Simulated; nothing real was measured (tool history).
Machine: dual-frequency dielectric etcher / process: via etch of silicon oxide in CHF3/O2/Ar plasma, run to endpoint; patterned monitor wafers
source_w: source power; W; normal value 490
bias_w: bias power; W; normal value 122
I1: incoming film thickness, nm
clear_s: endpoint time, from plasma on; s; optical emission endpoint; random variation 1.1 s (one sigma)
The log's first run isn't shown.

{"run": 2, "day": 2.708, "source_w": 490, "bias_w": 122, "I1": 564.5, "clear_s": 351.0}
{"run": 3, "day": 4.325, "source_w": 490, "bias_w": 122, "I1": 563.0, "clear_s": 351.2}
{"run": 4, "day": 6.533, "source_w": 490, "bias_w": 122, "I1": 561.2, "clear_s": 348.0}
{"run": 5, "day": 8.354, "source_w": 490, "bias_w": 122, "I1": 562.2, "clear_s": 347.9}
{"run": 6, "day": 10.962, "source_w": 430, "bias_w": 101, "I1": 565.2, "clear_s": 374.1}
{"run": 7, "day": 13.5, "source_w": 430, "bias_w": 101, "I1": 569.7, "clear_s": 373.4}
{"day": 16.188, "done": "wet clean of the chamber"}
{"run": 8, "day": 16.208, "source_w": 490, "bias_w": 122, "I1": 562.2, "clear_s": 335.9}
{"run": 9, "day": 16.962, "source_w": 560, "bias_w": 108, "I1": 564.9, "clear_s": 339.2}
{"run": 10, "day": 19.258, "source_w": 490, "bias_w": 102, "I1": 563.3, "clear_s": 350.8}
{"run": 11, "day": 22.212, "source_w": 490, "bias_w": 102, "I1": 563.0, "clear_s": 349.9}
{"run": 12, "day": 24.171, "source_w": 490, "bias_w": 102, "I1": 562.7, "clear_s": 350.3}
{"run": 13, "day": 26.371, "source_w": 540, "bias_w": 122, "I1": 565.7, "clear_s": 328.6}
{"run": 14, "day": 27.671, "source_w": 540, "bias_w": 122, "I1": 558.4, "clear_s": 322.1}
{"run": 15, "day": 29.358, "source_w": 540, "bias_w": 122, "I1": 560.5, "clear_s": 322.1}
{"run": 16, "day": 30.817, "source_w": 490, "bias_w": 122, "I1": 566.2, "clear_s": 332.9}
{"day": 32.654, "done": "wet clean of the chamber, repeated, since the last time left the tool worse"}
{"run": 17, "day": 32.675, "source_w": 440, "bias_w": 104, "I1": 566.5, "clear_s": 377.7}
{"run": 18, "day": 33.221, "source_w": 590, "bias_w": 122, "I1": 568.6, "clear_s": 342.6}
{"day": 38.829, "done": "bias power generator calibrated"}
{"run": 19, "day": 38.871, "source_w": 610, "bias_w": 136, "I1": 566.7, "clear_s": 329.4}
{"run": 20, "day": 41.783, "source_w": 490, "bias_w": 122, "I1": 564.8, "clear_s": 348.3}
{"day": 45.204, "done": "upper electrode replaced"}
{"run": 21, "day": 45.225, "source_w": 490, "bias_w": 122, "I1": 569.4, "clear_s": 351.9}

Expected results for the next run?
{"day": 48.146, "done": "wet clean of the chamber"}
{"run": 22, "day": 48.167, "source_w": 580, "bias_w": 102, "I1": 562.7, "clear_s": "?"}

Run 22 measured clear_s 355.0 s.
The same run, on a tool lacking any hidden state, would have yielded clear_s 354.9 s.
